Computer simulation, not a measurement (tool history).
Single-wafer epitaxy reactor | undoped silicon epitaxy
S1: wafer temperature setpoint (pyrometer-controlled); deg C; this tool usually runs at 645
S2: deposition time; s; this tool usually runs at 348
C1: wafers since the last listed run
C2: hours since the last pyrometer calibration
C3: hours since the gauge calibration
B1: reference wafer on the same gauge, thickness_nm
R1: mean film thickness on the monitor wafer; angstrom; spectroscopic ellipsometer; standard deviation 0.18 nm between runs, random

{"run": 1, "day": 0.0, "S1": 645, "S2": 348, "C1": 0, "C2": 1029.9, "C3": 339.8, "B1": 60.694, "R1": 490.8}
{"run": 2, "day": 1.342, "S1": 645, "S2": 348, "C1": 137, "C2": 1062.1, "C3": 372, "B1": 60.753, "R1": 489.89}
{"run": 3, "day": 2.367, "S1": 645, "S2": 328, "C1": 104, "C2": 1086.7, "C3": 396.6, "B1": 60.667, "R1": 463.3}
{"run": 4, "day": 4.971, "S1": 645, "S2": 328, "C1": 266, "C2": 1149.2, "C3": 459.1, "B1": 60.677, "R1": 461.74}
{"run": 5, "day": 7.092, "S1": 645, "S2": 328, "C1": 217, "C2": 1200.1, "C3": 510, "B1": 60.711, "R1": 460.21}
{"run": 6, "day": 9.717, "S1": 645, "S2": 348, "C1": 268, "C2": 1263.1, "C3": 573, "B1": 60.675, "R1": 489.61}
{"run": 7, "day": 11.833, "S1": 645, "S2": 372, "C1": 216, "C2": 1313.9, "C3": 623.8, "B1": 60.733, "R1": 523.56}
{"run": 8, "day": 13.446, "S1": 645, "S2": 348, "C1": 164, "C2": 1352.6, "C3": 662.5, "B1": 60.669, "R1": 488.16}
{"run": 9, "day": 15.571, "S1": 645, "S2": 348, "C1": 217, "C2": 1403.6, "C3": 713.5, "B1": 60.766, "R1": 490.49}
{"run": 10, "day": 17.658, "S1": 645, "S2": 348, "C1": 213, "C2": 1453.7, "C3": 763.6, "B1": 60.672, "R1": 484.82}
{"run": 11, "day": 19.029, "S1": 650, "S2": 302, "C1": 140, "C2": 1486.6, "C3": 796.5, "B1": 60.74, "R1": 471.94}
{"run": 12, "day": 20.379, "S1": 645, "S2": 348, "C1": 138, "C2": 1519, "C3": 828.9, "B1": 60.729, "R1": 489.52}
{"run": 13, "day": 22.925, "S1": 650, "S2": 384, "C1": 260, "C2": 1580.1, "C3": 890, "B1": 60.802, "R1": 594.42}
{"run": 14, "day": 25.329, "S1": 637, "S2": 400, "C1": 245, "C2": 1637.8, "C3": 947.7, "B1": 60.674, "R1": 474.8}
{"run": 15, "day": 26.633, "S1": 645, "S2": 348, "C1": 133, "C2": 1669.1, "C3": 979, "B1": 60.655, "R1": 486.65}
{"run": 16, "day": 29.5, "S1": 633, "S2": 325, "C1": 293, "C2": 1737.9, "C3": 1047.8, "B1": 60.74, "R1": 355.08}
{"day": 29.833, "done": "gauge calibrated"}
{"day": 30.592, "done": "pyrometer calibrated"}
{"run": 17, "day": 32.321, "S1": 654, "S2": 395, "C1": 254, "C2": 41.5, "C3": 59.7, "B1": 60.702, "R1": 711.11}
{"run": 18, "day": 34.754, "S1": 651, "S2": 306, "C1": 248, "C2": 99.9, "C3": 118.1, "B1": 60.726, "R1": 521.58}
{"run": 19, "day": 35.883, "S1": 659, "S2": 305, "C1": 115, "C2": 127, "C3": 145.2, "B1": 60.723, "R1": 602.98}
{"run": 20, "day": 38.875, "S1": 631, "S2": 284, "C1": 306, "C2": 198.8, "C3": 217, "B1": 60.725, "R1": 313.23}
{"run": 21, "day": 41.208, "S1": 659, "S2": 305, "C1": 238, "C2": 254.8, "C3": 273, "B1": 60.802, "R1": 597.74}

For some of the steps in R1 from one run to the next: how much would appear even if the tool had no hidden state, given the settings, what came in and random variation, and how much remains for the hidden state plus any gauge scatter that the measured result and the result without hidden state don't share?
Hidden state at play: wafer temperature above the value expected at the setpoint (K); gauge reads high (%).
Run 15 -> 16: S1 645 -> 633, S2 348 -> 325. R1 -131.57 angstrom: hidden state +9.41, all else -140.98.
Run 16 -> 17: S1 633 -> 654, S2 325 -> 395, gauge calibrated, pyrometer calibrated. R1 +356.03 angstrom: hidden state +26.53, all else +329.5.
Run 19 -> 20: S1 659 -> 631, S2 305 -> 284. R1 -289.75 angstrom: hidden state +1.03, all else -290.78.

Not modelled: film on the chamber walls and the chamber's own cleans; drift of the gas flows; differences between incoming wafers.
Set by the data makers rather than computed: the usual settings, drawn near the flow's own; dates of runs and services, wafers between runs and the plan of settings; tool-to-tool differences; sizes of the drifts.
